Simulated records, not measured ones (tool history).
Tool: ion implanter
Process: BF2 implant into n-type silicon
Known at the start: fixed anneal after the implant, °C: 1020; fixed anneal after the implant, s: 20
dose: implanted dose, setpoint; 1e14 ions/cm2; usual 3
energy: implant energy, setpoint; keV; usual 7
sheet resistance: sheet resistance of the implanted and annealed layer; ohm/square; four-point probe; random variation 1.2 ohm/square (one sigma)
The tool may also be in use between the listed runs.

run	hour	dose	energy	wafers since the last listed run	hours since the last dose calibration	hours since the extraction supply was calibrated	hours since the gauge calibration	read-back reference wafer on the same gauge, sheet resistance	sheet resistance
1	0	2.35	5.5	0	1939.4	3879.7	103	444.21	586.16
2	10.8	2.35	5.5	205	1950.2	3890.5	113.8	444.13	586.02
3	17.9	2.35	5.5	135	1957.3	3897.6	120.9	444.2	586.45
4	27.7	3.65	7	186	1967.1	3907.4	130.7	444.2	409.62
5	44.5	3.65	7	319	1983.9	3924.2	147.5	444.2	408.43
# hour 46.3: gauge calibrated
6	56.6	3.65	7	230	1996	3936.3	10.3	443.61	408.33
7	67.4	3	7	205	2006.8	3947.1	21.1	444.08	462.35
8	80.9	3	7	257	2020.3	3960.6	34.6	444.06	462.25
9	94.6	3	7	260	2034	3974.3	48.3	443.85	461.28
# hour 117.2: extraction supply calibrated
10	117.7	3	7	287	2057.1	0.5	71.4	444.1	461.53
11	121.5	3	7	72	2060.9	4.3	75.2	443.68	463.34
12	130.3	3	7	167	2069.7	13.1	84	443.85	465.03
13	144.9	3	8	277	2084.3	27.7	98.6	443.81	450.1
14	151.2	3	5	119	2090.6	34	104.9	444.18	511.79
15	166	3.72	5.5	281	2105.4	48.8	119.7	444.03	434
# hour 181: gauge calibrated
16	204.4	3.45	9	731	2143.8	87.2	23.4	444.19	396.25
# hour 215.4: Faraday cup replaced and dose calibrated
17	215.9	3.88	7.5	66	0.5	98.7	34.9	443.77	385.18
18	226.3	2.71	7	197	10.9	109.1	45.3	444.05	497.67
19	238	3.39	8	222	22.6	120.8	57	443.91	414.25
20	251	2.35	5.5	247	35.6	133.8	70	443.83	585
21	262.9	2.27	7	226	47.5	145.7	81.9	443.86	567.7

Run 22 comes next. What will it give?
22	278.6	2.34	8	298	63.2	161.4	97.6	?	?

{"run 22": {"read-back reference wafer on the same gauge, sheet resistance": 443.97, "sheet resistance": 537.93}}
Without the tool's hidden state the same run would have given sheet resistance 537.93 ohm/square.

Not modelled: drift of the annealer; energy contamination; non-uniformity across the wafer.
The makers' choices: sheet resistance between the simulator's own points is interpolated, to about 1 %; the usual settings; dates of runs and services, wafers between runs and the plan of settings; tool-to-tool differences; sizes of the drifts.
